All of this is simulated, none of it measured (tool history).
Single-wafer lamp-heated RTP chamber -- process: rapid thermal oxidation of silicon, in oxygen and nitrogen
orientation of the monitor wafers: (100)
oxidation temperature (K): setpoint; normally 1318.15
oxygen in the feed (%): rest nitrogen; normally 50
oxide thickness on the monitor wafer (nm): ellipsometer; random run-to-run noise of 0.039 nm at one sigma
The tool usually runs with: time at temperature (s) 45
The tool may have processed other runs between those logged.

run,day,oxidation temperature (K),time at temperature (s),oxygen in the feed (%),wafers since the last listed run,wafers since the last pyrometer calibration,hours since the oxygen flow controller was replaced,hours since the gauge calibration,"read-back reference wafer on the same gauge, thickness",oxide thickness on the monitor wafer (nm)
1,0,1318.15,45,69,0,3796,1954.9,735.8,7.464,7.411
# day 0.138: pyrometer window cleaned and pyrometer calibrated
2,4.267,1318.15,45,69,726,726,2057.3,838.2,7.423,7.29
3,6.671,1318.15,45,69,422,1149,2115,895.9,7.412,7.341
4,9.171,1318.15,45,50,439,1588,2175,955.9,7.377,6.619
5,11.588,1318.15,45,50,425,2014,2233,1013.9,7.38,6.517
6,13.554,1318.15,45,50,345,2360,2280.2,1061.1,7.337,6.554
7,16.146,1318.15,45,50,455,2816,2342.4,1123.3,7.292,6.482
# day 19.288: pyrometer window cleaned and pyrometer calibrated
8,20.325,1309.15,29,50,676,182,2442.7,1223.6,7.268,5.032
9,24.262,1318.15,45,43,692,874,2537.2,1318.1,7.239,6.061
# day 25.196: gauge calibrated
10,26.358,1318.15,45,50,368,1243,2587.5,27.9,7.535,6.675
11,30.638,1318.15,45,50,752,1996,2690.2,130.6,7.56,6.658
12,34.321,1328.15,29,50,648,2644,2778.6,219,7.517,5.941
13,37.479,1328.15,29,50,555,3200,2854.4,294.8,7.528,5.963
# day 39.988: pyrometer window cleaned and pyrometer calibrated
14,40.033,1328.15,29,50,390,8,2915.7,356.1,7.517,5.91
15,43.454,1318.15,45,50,601,609,2997.8,438.2,7.49,6.636
16,47.846,1318.15,45,74,772,1382,3103.2,543.6,7.449,7.534
17,50.592,1300.15,58,50,483,1865,3169.1,609.5,7.469,6.599
# day 51.333: oxygen flow controller replaced
18,53.008,1318.15,62,50,366,2232,40.2,667.5,7.458,7.581
19,55.229,1348.15,27,37,390,2622,93.5,720.8,7.428,5.773
20,57.125,1307.15,45,50,333,2956,139,766.3,7.434,6.018
21,60.483,1318.15,45,50,590,3547,219.6,846.9,7.404,6.508
# day 63.467: pyrometer window cleaned and pyrometer calibrated
22,63.721,1302.15,25,39,510,44,297.3,924.6,7.359,4.267
23,75.567,1333.15,45,42,2084,2128,581.6,1208.9,7.27,6.613
24,79.104,1318.15,45,50,622,2750,666.5,1293.8,7.243,6.291
25,83.008,1291.15,27,29,686,3437,760.2,1387.5,7.165,3.653
# day 86.417: gauge calibrated
# day 86.5: pyrometer window cleaned and pyrometer calibrated
26,86.521,1345.15,34,59,559,3,844.5,2.5,7.493,7.466
27,90.304,1318.15,45,50,665,669,935.3,93.3,7.475,6.655
28,96.833,1303.15,59,50,1148,1817,1092,250,7.485,6.708
29,100.354,1289.15,25,50,619,2437,1176.5,334.5,7.451,4.294
30,104.429,1345.15,62,36,716,3154,1274.3,432.3,7.461,8.077
31,107.312,1318.15,45,50,507,3661,1343.5,501.5,7.445,6.541
32,108.875,1318.15,45,73,274,3936,1381,539,7.437,7.511

Predict each of these 4 candidate next runs independently; none follows another, all start after run 32:
A,108.896,1347.15,45,50,3,3939,1381.5,539.5,?,?
B,108.896,1291.15,59,75,3,3939,1381.5,539.5,?,?
C,108.896,1309.15,45,41,3,3939,1381.5,539.5,?,?
D,108.896,1318.15,45,70,3,3939,1381.5,539.5,?,?

run,"read-back reference wafer on the same gauge, thickness",oxide thickness on the monitor wafer (nm)
A,7.439,7.953
B,7.439,7.042
C,7.439,5.766
D,7.439,7.372
With no hidden state in the tool, these same runs would have given:
run,oxide thickness on the monitor wafer (nm)
A,8.045
B,7.124
C,5.833
D,7.458

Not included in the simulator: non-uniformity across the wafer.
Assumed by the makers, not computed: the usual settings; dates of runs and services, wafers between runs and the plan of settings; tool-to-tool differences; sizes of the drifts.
